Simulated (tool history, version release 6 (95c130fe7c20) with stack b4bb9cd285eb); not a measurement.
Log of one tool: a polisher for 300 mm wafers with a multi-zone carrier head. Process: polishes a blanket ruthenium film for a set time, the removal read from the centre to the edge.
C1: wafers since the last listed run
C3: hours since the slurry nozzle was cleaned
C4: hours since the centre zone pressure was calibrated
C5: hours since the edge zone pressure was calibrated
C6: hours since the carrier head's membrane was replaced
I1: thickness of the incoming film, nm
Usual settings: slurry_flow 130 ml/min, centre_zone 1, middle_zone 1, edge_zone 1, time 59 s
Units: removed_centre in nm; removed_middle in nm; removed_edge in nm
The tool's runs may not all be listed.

run 1 hour=0 | slurry_flow=130 centre_zone=1 middle_zone=1 edge_zone=1 time=59 | C1=0 wafers_polished_on_this_pad=832 C3=575.9 C4=538 C5=492.7 C6=1211.7 | I1=406.3 | removed_centre=43.4 removed_middle=42.7 removed_edge=42.7
run 2 hour=102.7 | slurry_flow=130 centre_zone=1 middle_zone=1 edge_zone=1 time=59 | C1=745 wafers_polished_on_this_pad=1578 C3=678.6 C4=640.7 C5=595.4 C6=1314.4 | I1=398.2 | removed_centre=42.3 removed_middle=41.8 removed_edge=43.1
-- hour=142.5 edge zone pressure recalibrated
run 3 hour=191.2 | slurry_flow=130 centre_zone=1 middle_zone=1 edge_zone=1 time=59 | C1=627 wafers_polished_on_this_pad=2206 C3=767.1 C4=729.2 C5=48.7 C6=1402.9 | I1=397.9 | removed_centre=42.3 removed_middle=41.7 removed_edge=41.9
-- hour=197.7 worn pad replaced by a new one
run 4 hour=274.2 | slurry_flow=130 centre_zone=1 middle_zone=1 edge_zone=1 time=59 | C1=573 wafers_polished_on_this_pad=555 C3=850.1 C4=812.2 C5=131.7 C6=1485.9 | I1=401 | removed_centre=40.6 removed_middle=40.8 removed_edge=41
run 5 hour=373.7 | slurry_flow=130 centre_zone=1 middle_zone=1 edge_zone=1 time=59 | C1=722 wafers_polished_on_this_pad=1277 C3=949.6 C4=911.7 C5=231.2 C6=1585.4 | I1=399.1 | removed_centre=38.7 removed_middle=39.8 removed_edge=41.5
-- hour=386.9 slurry nozzle cleaned
run 6 hour=433.4 | slurry_flow=130 centre_zone=1 middle_zone=1 edge_zone=1 time=59 | C1=426 wafers_polished_on_this_pad=1703 C3=46.5 C4=971.4 C5=290.9 C6=1645.1 | I1=400.9 | removed_centre=43.9 removed_middle=44.3 removed_edge=44
run 7 hour=485.1 | slurry_flow=130 centre_zone=1 middle_zone=1 edge_zone=1 time=59 | C1=375 wafers_polished_on_this_pad=2079 C3=98.2 C4=1023.1 C5=342.6 C6=1696.8 | I1=399 | removed_centre=44.3 removed_middle=43.4 removed_edge=44.2
run 8 hour=532.2 | slurry_flow=130 centre_zone=1 middle_zone=1 edge_zone=0.92 time=59 | C1=341 wafers_polished_on_this_pad=2421 C3=145.3 C4=1070.2 C5=389.7 C6=1743.9 | I1=406.4 | removed_centre=43.5 removed_middle=43.9 removed_edge=43.2
-- hour=538.9 worn pad replaced by a new one
-- hour=589.2 carrier head's membrane replaced by a new one
run 9 hour=638.3 | slurry_flow=130 centre_zone=1 middle_zone=1 edge_zone=0.92 time=59 | C1=704 wafers_polished_on_this_pad=685 C3=251.4 C4=1176.3 C5=495.8 C6=49.1 | I1=401.6 | removed_centre=43.1 removed_middle=44.5 removed_edge=42.8
run 10 hour=675.5 | slurry_flow=130 centre_zone=1 middle_zone=1.08 edge_zone=1 time=59 | C1=270 wafers_polished_on_this_pad=955 C3=288.6 C4=1213.5 C5=533 C6=86.3 | I1=405.1 | removed_centre=43.6 removed_middle=47.1 removed_edge=44.4
run 11 hour=728.4 | slurry_flow=170 centre_zone=0.96 middle_zone=1 edge_zone=0.94 time=59 | C1=384 wafers_polished_on_this_pad=1339 C3=341.5 C4=1266.4 C5=585.9 C6=139.2 | I1=403.7 | removed_centre=45.3 removed_middle=46.2 removed_edge=45
run 12 hour=779.4 | slurry_flow=130 centre_zone=1 middle_zone=1 edge_zone=1 time=42 | C1=370 wafers_polished_on_this_pad=1709 C3=392.5 C4=1317.4 C5=636.9 C6=190.2 | I1=407 | removed_centre=30.9 removed_middle=31.2 removed_edge=31.3
-- hour=816.3 edge zone pressure recalibrated
-- hour=854.7 centre zone pressure recalibrated
run 13 hour=877.5 | slurry_flow=150 centre_zone=1.09 middle_zone=1.07 edge_zone=1.05 time=59 | C1=683 wafers_polished_on_this_pad=2392 C3=490.6 C4=22.8 C5=61.2 C6=288.3 | I1=402.2 | removed_centre=49 removed_middle=47.5 removed_edge=46.5
-- hour=897.7 worn pad replaced by a new one
run 14 hour=1162.2 | slurry_flow=90 centre_zone=1.11 middle_zone=1.03 edge_zone=1 time=68 | C1=2037 wafers_polished_on_this_pad=1920 C3=775.3 C4=307.5 C5=345.9 C6=573 | I1=397 | removed_centre=45.8 removed_middle=42.6 removed_edge=45.2
run 15 hour=1226.2 | slurry_flow=95 centre_zone=1 middle_zone=0.91 edge_zone=1.09 time=59 | C1=464 wafers_polished_on_this_pad=2385 C3=839.3 C4=371.5 C5=409.9 C6=637 | I1=401.7 | removed_centre=35.2 removed_middle=34.1 removed_edge=40.7
-- hour=1233.4 slurry nozzle cleaned
-- hour=1234.4 worn pad replaced by a new one
run 16 hour=1330.1 | slurry_flow=145 centre_zone=0.93 middle_zone=1 edge_zone=1 time=77 | C1=739 wafers_polished_on_this_pad=694 C3=96.7 C4=475.4 C5=513.8 C6=740.9 | I1=402.5 | removed_centre=54.3 removed_middle=58.9 removed_edge=57.7
run 17 hour=1373.8 | slurry_flow=130 centre_zone=1 middle_zone=1 edge_zone=1 time=59 | C1=317 wafers_polished_on_this_pad=1011 C3=140.4 C4=519.1 C5=557.5 C6=784.6 | I1=397.6 | removed_centre=42.9 removed_middle=44.3 removed_edge=44.7
-- hour=1393.3 edge zone pressure recalibrated
run 18 hour=1420.1 | slurry_flow=130 centre_zone=0.9 middle_zone=0.91 edge_zone=1 time=51 | C1=321 wafers_polished_on_this_pad=1333 C3=186.7 C4=565.4 C5=26.8 C6=830.9 | I1=401.5 | removed_centre=33.1 removed_middle=34.9 removed_edge=37.4

Forecast run 19:
-- hour=1536.3 worn pad replaced by a new one
run 19 hour=1620.7 | slurry_flow=110 centre_zone=0.89 middle_zone=0.96 edge_zone=1 time=59 | C1=1427 wafers_polished_on_this_pad=612 C3=387.3 C4=766 C5=227.4 C6=1031.5 | I1=399.9 | removed_centre=? removed_middle=? removed_edge=?

{"run 19": {"removed_centre": 35.8, "removed_middle": 40.4, "removed_edge": 42.2}}
Without the tool's hidden state the same run would have given removed_centre 36.6 nm, removed_middle 41.2 nm, removed_edge 42.7 nm.

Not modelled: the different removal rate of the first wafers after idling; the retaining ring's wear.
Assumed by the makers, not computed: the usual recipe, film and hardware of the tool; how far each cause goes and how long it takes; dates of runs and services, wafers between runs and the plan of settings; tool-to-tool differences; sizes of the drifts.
